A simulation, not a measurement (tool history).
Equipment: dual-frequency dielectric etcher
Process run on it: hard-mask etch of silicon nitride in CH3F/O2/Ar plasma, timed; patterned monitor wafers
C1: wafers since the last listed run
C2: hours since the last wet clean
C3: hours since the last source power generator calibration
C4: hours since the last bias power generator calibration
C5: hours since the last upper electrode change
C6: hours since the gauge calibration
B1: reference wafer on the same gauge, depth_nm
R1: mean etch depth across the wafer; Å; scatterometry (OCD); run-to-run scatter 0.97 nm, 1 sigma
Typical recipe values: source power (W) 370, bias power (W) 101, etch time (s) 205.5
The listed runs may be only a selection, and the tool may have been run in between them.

run 1 hour=0 | source_power_(W)=370 bias_power_(W)=101 etch_time_(s)=205.5 | C1=0 C2=355.8 C3=1771.6 C4=950.2 C5=4663.1 C6=217.6 | B1=136.2 | R1=1544
run 2 hour=36.7 | source_power_(W)=370 bias_power_(W)=93 etch_time_(s)=205.5 | C1=299 C2=392.5 C3=1808.3 C4=986.9 C5=4699.8 C6=254.3 | B1=136.1 | R1=1532
-- hour=73.8 wet clean of the chamber
run 3 hour=74.3 | source_power_(W)=370 bias_power_(W)=93 etch_time_(s)=205.5 | C1=110 C2=0.5 C3=1845.9 C4=1024.5 C5=4737.4 C6=291.9 | B1=136 | R1=1545
run 4 hour=89.3 | source_power_(W)=370 bias_power_(W)=93 etch_time_(s)=205.5 | C1=122 C2=15.5 C3=1860.9 C4=1039.5 C5=4752.4 C6=306.9 | B1=136 | R1=1528
run 5 hour=120.6 | source_power_(W)=370 bias_power_(W)=101 etch_time_(s)=157.5 | C1=255 C2=46.8 C3=1892.2 C4=1070.8 C5=4783.7 C6=338.2 | B1=135.9 | R1=1193
run 6 hour=159.7 | source_power_(W)=370 bias_power_(W)=95 etch_time_(s)=205.5 | C1=318 C2=85.9 C3=1931.3 C4=1109.9 C5=4822.8 C6=377.3 | B1=136 | R1=1561
run 7 hour=216.1 | source_power_(W)=370 bias_power_(W)=95 etch_time_(s)=205.5 | C1=459 C2=142.3 C3=1987.7 C4=1166.3 C5=4879.2 C6=433.7 | B1=136 | R1=1527
run 8 hour=240.6 | source_power_(W)=370 bias_power_(W)=95 etch_time_(s)=205.5 | C1=199 C2=166.8 C3=2012.2 C4=1190.8 C5=4903.7 C6=458.2 | B1=136 | R1=1541
run 9 hour=295.6 | source_power_(W)=370 bias_power_(W)=101 etch_time_(s)=205.5 | C1=448 C2=221.8 C3=2067.2 C4=1245.8 C5=4958.7 C6=513.2 | B1=136 | R1=1541
run 10 hour=321.1 | source_power_(W)=370 bias_power_(W)=101 etch_time_(s)=205.5 | C1=207 C2=247.3 C3=2092.7 C4=1271.3 C5=4984.2 C6=538.7 | B1=136 | R1=1549
run 11 hour=350.3 | source_power_(W)=370 bias_power_(W)=101 etch_time_(s)=205.5 | C1=237 C2=276.5 C3=2121.9 C4=1300.5 C5=5013.4 C6=567.9 | B1=135.9 | R1=1560
-- hour=364.3 gauge calibrated
run 12 hour=395.8 | source_power_(W)=370 bias_power_(W)=119 etch_time_(s)=205.5 | C1=370 C2=322 C3=2167.4 C4=1346 C5=5058.9 C6=31.5 | B1=136.1 | R1=1626
run 13 hour=432.9 | source_power_(W)=310 bias_power_(W)=101 etch_time_(s)=205.5 | C1=302 C2=359.1 C3=2204.5 C4=1383.1 C5=5096 C6=68.6 | B1=135.8 | R1=1482
run 14 hour=461.3 | source_power_(W)=370 bias_power_(W)=101 etch_time_(s)=205.5 | C1=231 C2=387.5 C3=2232.9 C4=1411.5 C5=5124.4 C6=97 | B1=136 | R1=1569
run 15 hour=516.3 | source_power_(W)=370 bias_power_(W)=77 etch_time_(s)=256 | C1=448 C2=442.5 C3=2287.9 C4=1466.5 C5=5179.4 C6=152 | B1=135.9 | R1=1832
-- hour=561 wet clean of the chamber
run 16 hour=587.4 | source_power_(W)=320 bias_power_(W)=101 etch_time_(s)=150 | C1=383 C2=26.4 C3=2359 C4=1537.6 C5=5250.5 C6=223.1 | B1=136.1 | R1=1090
run 17 hour=638.9 | source_power_(W)=370 bias_power_(W)=101 etch_time_(s)=205.5 | C1=419 C2=77.9 C3=2410.5 C4=1589.1 C5=5302 C6=274.6 | B1=136.1 | R1=1558
run 18 hour=675.8 | source_power_(W)=370 bias_power_(W)=101 etch_time_(s)=205.5 | C1=300 C2=114.8 C3=2447.4 C4=1626 C5=5338.9 C6=311.5 | B1=136 | R1=1571
-- hour=683.4 source power generator calibrated
-- hour=764 upper electrode replaced
run 19 hour=764.5 | source_power_(W)=370 bias_power_(W)=82 etch_time_(s)=205.5 | C1=494 C2=203.5 C3=81.1 C4=1714.7 C5=0.5 C6=400.2 | B1=136.1 | R1=1501
run 20 hour=780.4 | source_power_(W)=280 bias_power_(W)=111 etch_time_(s)=182.5 | C1=129 C2=219.4 C3=97 C4=1730.6 C5=16.4 C6=416.1 | B1=136 | R1=1308
-- hour=834.3 bias power generator calibrated
run 21 hour=941.7 | source_power_(W)=370 bias_power_(W)=110 etch_time_(s)=226 | C1=1281 C2=380.7 C3=258.3 C4=107.4 C5=177.7 C6=577.4 | B1=136 | R1=1750
-- hour=1009.2 wet clean of the chamber
run 22 hour=1009.7 | source_power_(W)=370 bias_power_(W)=101 etch_time_(s)=205.5 | C1=358 C2=0.5 C3=326.3 C4=175.4 C5=245.7 C6=645.4 | B1=135.9 | R1=1568
-- hour=1022.8 gauge calibrated
run 23 hour=1049.8 | source_power_(W)=290 bias_power_(W)=123 etch_time_(s)=254.5 | C1=326 C2=40.6 C3=366.4 C4=215.5 C5=285.8 C6=27 | B1=136.1 | R1=1873

Run-by-run hidden state of the tool:
etch rate over this chamber's usual, %: 0 in every run
source power that arrives over what is set, %: 0 in every run
bias power that arrives over what is set, %: 0 in every run
gauge reads high (%): 0 in every run
